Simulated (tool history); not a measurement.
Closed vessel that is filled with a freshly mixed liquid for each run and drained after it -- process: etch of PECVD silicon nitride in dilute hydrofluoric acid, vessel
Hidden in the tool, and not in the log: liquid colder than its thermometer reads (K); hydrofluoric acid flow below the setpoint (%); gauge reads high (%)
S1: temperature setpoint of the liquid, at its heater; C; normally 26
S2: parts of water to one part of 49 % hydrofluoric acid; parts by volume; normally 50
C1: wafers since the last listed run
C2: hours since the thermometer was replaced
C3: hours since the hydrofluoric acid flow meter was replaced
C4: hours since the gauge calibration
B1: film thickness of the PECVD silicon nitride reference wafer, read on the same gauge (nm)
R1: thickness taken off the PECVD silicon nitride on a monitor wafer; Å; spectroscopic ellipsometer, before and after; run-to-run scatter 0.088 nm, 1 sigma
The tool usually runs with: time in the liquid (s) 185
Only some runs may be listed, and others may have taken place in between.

Run 1, hour 0: usual settings; C1 0; C2 2422.5; C3 1938.1; C4 100.1; B1 129.98. Result: R1 151.2 Å.
Run 2, hour 19.3: usual settings but time in the liquid (s) 135; C1 1488; C2 2441.8; C3 1957.4; C4 119.4; B1 130.02. Result: R1 110.3 Å.
Run 3, hour 43.6: usual settings but time in the liquid (s) 135; C1 1874; C2 2466.1; C3 1981.7; C4 143.7; B1 129.99. Result: R1 109.8 Å.
Run 4, hour 58.7: usual settings but S1 27.5 C, S2 35 parts by volume; C1 1164; C2 2481.2; C3 1996.8; C4 158.8; B1 130.01. Result: R1 235.3 Å.
Run 5, hour 72.6: usual settings but S1 29 C; C1 1072; C2 2495.1; C3 2010.7; C4 172.7; B1 130.03. Result: R1 183.6 Å.
Run 6, hour 91.5: usual settings but S2 60 parts by volume; C1 1458; C2 2514; C3 2029.6; C4 191.6; B1 129.98. Result: R1 125.1 Å.
At hour 112.4: gauge calibrated.
Run 7, hour 117.3: usual settings but S2 60 parts by volume; C1 1990; C2 2539.8; C3 2055.4; C4 4.9; B1 129.99. Result: R1 125.7 Å.
At hour 121.7: hydrofluoric acid flow meter replaced.
Run 8, hour 138: usual settings but S2 60 parts by volume; C1 1519; C2 2560.5; C3 16.3; C4 25.6; B1 130.01. Result: R1 141.4 Å.
Run 9, hour 159.4: usual settings; C1 1650; C2 2581.9; C3 37.7; C4 47; B1 130.01. Result: R1 169.2 Å.
Run 10, hour 175.1: usual settings but S1 22 C, S2 65 parts by volume, time in the liquid (s) 85; C1 1211; C2 2597.6; C3 53.4; C4 62.7; B1 130.04. Result: R1 45.3 Å.
Run 11, hour 192.2: usual settings but S1 29 C; C1 1319; C2 2614.7; C3 70.5; C4 79.8; B1 129.98. Result: R1 204.7 Å.
At hour 196.6: thermometer replaced.
Run 12, hour 225.8: usual settings but time in the liquid (s) 135; C1 2514; C2 29.2; C3 104.1; C4 113.4; B1 130.01. Result: R1 144 Å.
Run 13, hour 246.7: usual settings but S1 24.5 C, S2 35 parts by volume, time in the liquid (s) 235; C1 1612; C2 50.1; C3 125; C4 134.3; B1 130.01. Result: R1 320.4 Å.
Run 14, hour 279.8: usual settings but S1 28.5 C, S2 30 parts by volume, time in the liquid (s) 115; C1 2553; C2 83.2; C3 158.1; C4 167.4; B1 130.02. Result: R1 237.3 Å.
Run 15, hour 292.6: usual settings but S1 22 C, S2 25 parts by volume, time in the liquid (s) 90; C1 987; C2 96; C3 170.9; C4 180.2; B1 130. Result: R1 141.5 Å.

What will run 16 give?
Run 16, hour 305: usual settings; C1 956; C2 108.4; C3 183.3; C4 192.6; B1 ?. Result: R1 ?.

B1: 130
R1: 195.3 Å
Minus the tool's unlogged condition, the same run would have read R1 205.8 Å.

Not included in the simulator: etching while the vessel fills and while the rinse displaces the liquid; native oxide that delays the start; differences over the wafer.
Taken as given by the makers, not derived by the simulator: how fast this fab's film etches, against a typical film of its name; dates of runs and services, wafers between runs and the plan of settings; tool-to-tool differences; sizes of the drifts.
